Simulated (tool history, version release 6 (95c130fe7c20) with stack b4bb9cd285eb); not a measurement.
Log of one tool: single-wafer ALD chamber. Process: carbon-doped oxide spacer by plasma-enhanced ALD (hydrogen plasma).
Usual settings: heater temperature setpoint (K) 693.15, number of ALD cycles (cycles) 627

run	day	heater temperature setpoint (K)	number of ALD cycles (cycles)	wafers since the last listed run	hours since the last thermocouple change	hours since the gauge calibration	read-back reference wafer on the same gauge, thickness_nm	mean film thickness on the monitor wafer (angstrom)
1	0	693.15	679	0	1147	35.2	32.318	332.93
2	4.342	693.15	679	77	1251.2	139.4	32.313	331.85
3	5.996	693.15	679	29	1290.9	179.1	32.255	331.71
4	7.929	689.15	676	34	1337.3	225.5	32.314	336.55
5	11.6	689.15	676	65	1425.4	313.6	32.288	336.69
6	16.088	689.15	676	80	1533.1	421.3	32.316	337.42
7	17.712	693.15	627	29	1572.1	460.3	32.292	306.09
# day 21.192: thermocouple changed; heater temperature recalibrated
8	21.383	693.15	627	59	4.6	548.4	32.263	300.88
9	23.892	693.15	627	44	64.8	608.6	32.272	302.41
10	27.088	693.15	627	57	141.5	685.3	32.32	301.38
11	28.804	693.15	627	30	182.7	726.5	32.255	300.51
12	32.721	684.15	627	69	276.7	820.5	32.382	312.26
13	36.092	698.15	627	60	357.6	901.4	32.212	294.57
14	39.15	682.15	582	54	431	974.8	32.263	289.27
15	42.879	682.15	582	66	520.5	1064.3	32.399	290.34
16	44.708	682.15	582	32	564.4	1108.2	32.32	288.59
17	47.904	693.15	627	57	641.1	1184.9	32.293	300.82
# day 49.662: thermocouple changed; heater temperature recalibrated, repeated, since the last time left the tool worse
18	52.079	693.15	627	68	58	1285.1	32.284	307.84
19	59.054	693.15	627	124	225.4	1452.5	32.343	309.09
20	60.771	697.15	627	30	266.6	1493.7	32.316	302.77
21	64.471	703.15	521	66	355.4	1582.5	32.326	245.23
22	67.467	701.15	659	53	427.3	1654.4	32.299	312.73
23	70.508	693.15	627	54	500.3	1727.4	32.335	307.38
24	74.775	688.15	584	76	602.7	1829.8	32.329	293.05
25	78.238	700.15	580	61	685.8	1912.9	32.26	275.25
26	81.533	697.15	518	58	764.9	1992	32.318	251.56
27	84.921	693.15	698	60	846.2	2073.3	32.31	341.55
28	87.354	706.15	705	43	904.6	2131.7	32.272	326.76
# day 89.5: gauge calibrated
29	91.583	697.15	518	75	1006.1	50	32.313	250.42
30	94.912	693.15	627	59	1086	129.9	32.297	307.49
31	98.946	705.15	691	71	1182.8	226.7	32.317	322.01
32	106.112	693.15	714	127	1354.8	398.7	32.314	348.51
33	109.712	686.15	547	64	1441.2	485.1	32.333	272.1
34	113.479	693.15	742	67	1531.6	575.5	32.399	364.91
# day 114.096: thermocouple changed; heater temperature recalibrated
35	116.8	697.15	627	53	64.9	655.2	32.308	304.92
36	119.617	693.15	677	50	132.5	722.8	32.298	333.65
37	122.3	688.15	584	47	196.9	787.2	32.278	292.09
38	126.079	698.15	528	67	287.6	877.9	32.307	254.14
39	128.3	707.15	692	39	340.9	931.2	32.319	323.34
40	132.542	693.15	627	75	442.7	1033	32.342	308.11

Measured less the same run without the tool's hidden state. The same run-to-run variation is in both; the gauge's scatter may not be:
The hidden state here: wafer temperature above the value expected at the setpoint (K); gauge reads high (%).
run	mean film thickness on the monitor wafer (angstrom)
1	-2.43
2	-2.69
3	-2.79
4	-2.91
5	-3.13
6	-3.42
7	-3.24
8	-7.17
9	-7.36
10	-7.52
11	-7.6
12	-7.87
13	-8.01
14	-7.58
15	-7.81
16	-7.86
17	-8.72
18	-0.44
19	-0.84
20	-0.92
21	-0.94
22	-1.37
23	-1.48
24	-1.62
25	-1.77
26	-1.75
27	-2.56
28	-2.72
29	-2.21
30	-2.87
31	-3.41
32	-3.99
33	-3.22
34	-4.68
35	-0.29
36	-0.48
37	-0.56
38	-0.69
39	-1.04
40	-1.19
